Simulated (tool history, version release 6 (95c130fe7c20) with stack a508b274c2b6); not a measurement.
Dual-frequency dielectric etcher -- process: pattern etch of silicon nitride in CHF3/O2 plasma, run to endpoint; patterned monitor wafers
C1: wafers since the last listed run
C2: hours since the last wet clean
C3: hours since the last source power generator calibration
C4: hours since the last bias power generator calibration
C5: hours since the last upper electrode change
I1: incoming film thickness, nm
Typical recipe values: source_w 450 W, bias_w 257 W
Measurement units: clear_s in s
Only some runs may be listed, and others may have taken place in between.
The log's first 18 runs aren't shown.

run 19 day=22.212 | source_w=480 bias_w=226 | C1=225 C2=117.7 C3=181.2 C4=2496.9 C5=5140.8 | I1=66.1 | clear_s=44.5
-- day=23.138 bias power generator calibrated
run 20 day=23.488 | source_w=450 bias_w=257 | C1=396 C2=148.3 C3=211.8 C4=8.4 C5=5171.4 | I1=65.9 | clear_s=42.7
run 21 day=24.496 | source_w=350 bias_w=211 | C1=361 C2=172.5 C3=236 C4=32.6 C5=5195.6 | I1=65.8 | clear_s=49.7
run 22 day=25.621 | source_w=450 bias_w=204 | C1=402 C2=199.5 C3=263 C4=59.6 C5=5222.6 | I1=66.5 | clear_s=46.7
run 23 day=26.192 | source_w=450 bias_w=257 | C1=204 C2=213.2 C3=276.7 C4=73.3 C5=5236.3 | I1=66.6 | clear_s=42.6
-- day=28.379 upper electrode replaced
run 24 day=28.4 | source_w=450 bias_w=257 | C1=432 C2=266.2 C3=329.7 C4=126.3 C5=0.5 | I1=65.4 | clear_s=41.8
run 25 day=28.417 | source_w=490 bias_w=292 | C1=5 C2=266.6 C3=330.1 C4=126.7 C5=0.9 | I1=65.9 | clear_s=39.3
run 26 day=29.033 | source_w=360 bias_w=200 | C1=220 C2=281.4 C3=344.9 C4=141.5 C5=15.7 | I1=66.1 | clear_s=49.6
run 27 day=30.508 | source_w=480 bias_w=290 | C1=528 C2=316.8 C3=380.3 C4=176.9 C5=51.1 | I1=66.1 | clear_s=39.5
run 28 day=31.267 | source_w=520 bias_w=234 | C1=271 C2=335 C3=398.5 C4=195.1 C5=69.3 | I1=66.1 | clear_s=42
run 29 day=32.271 | source_w=510 bias_w=232 | C1=359 C2=359.1 C3=422.6 C4=219.2 C5=93.4 | I1=65.9 | clear_s=41.9
run 30 day=32.846 | source_w=360 bias_w=257 | C1=205 C2=372.9 C3=436.4 C4=233 C5=107.2 | I1=67.1 | clear_s=45.2
run 31 day=34.038 | source_w=500 bias_w=310 | C1=426 C2=401.5 C3=465 C4=261.6 C5=135.8 | I1=65.9 | clear_s=37.5
run 32 day=35.425 | source_w=450 bias_w=226 | C1=496 C2=434.8 C3=498.3 C4=294.9 C5=169.1 | I1=66.2 | clear_s=43.7
run 33 day=36.15 | source_w=450 bias_w=257 | C1=259 C2=452.2 C3=515.7 C4=312.3 C5=186.5 | I1=66.2 | clear_s=41.9
-- day=37.396 wet clean of the chamber
run 34 day=37.417 | source_w=350 bias_w=209 | C1=95 C2=0.5 C3=546.1 C4=342.7 C5=216.9 | I1=65.9 | clear_s=49.9
run 35 day=37.996 | source_w=510 bias_w=232 | C1=207 C2=14.4 C3=560 C4=356.6 C5=230.8 | I1=66.5 | clear_s=42.8

What if the next run were any one of these 4? Each begins from the tool's condition after run 35:
run A day=38.012 | source_w=380 bias_w=257 | C1=5 C2=14.8 C3=560.4 C4=357 C5=231.2 | I1=66.2 | clear_s=?
run B day=38.012 | source_w=400 bias_w=223 | C1=5 C2=14.8 C3=560.4 C4=357 C5=231.2 | I1=66.2 | clear_s=?
run C day=38.012 | source_w=340 bias_w=276 | C1=5 C2=14.8 C3=560.4 C4=357 C5=231.2 | I1=66.2 | clear_s=?
run D day=38.012 | source_w=520 bias_w=257 | C1=5 C2=14.8 C3=560.4 C4=357 C5=231.2 | I1=66.2 | clear_s=?

run=A clear_s=45.2
run=B clear_s=47.1
run=C clear_s=45.4
run=D clear_s=41.3
The same runs, with their run-to-run variation unchanged, on a tool lacking any hidden condition would have given:
run=A clear_s=45.6
run=B clear_s=47.4
run=C clear_s=45.7
run=D clear_s=41.6

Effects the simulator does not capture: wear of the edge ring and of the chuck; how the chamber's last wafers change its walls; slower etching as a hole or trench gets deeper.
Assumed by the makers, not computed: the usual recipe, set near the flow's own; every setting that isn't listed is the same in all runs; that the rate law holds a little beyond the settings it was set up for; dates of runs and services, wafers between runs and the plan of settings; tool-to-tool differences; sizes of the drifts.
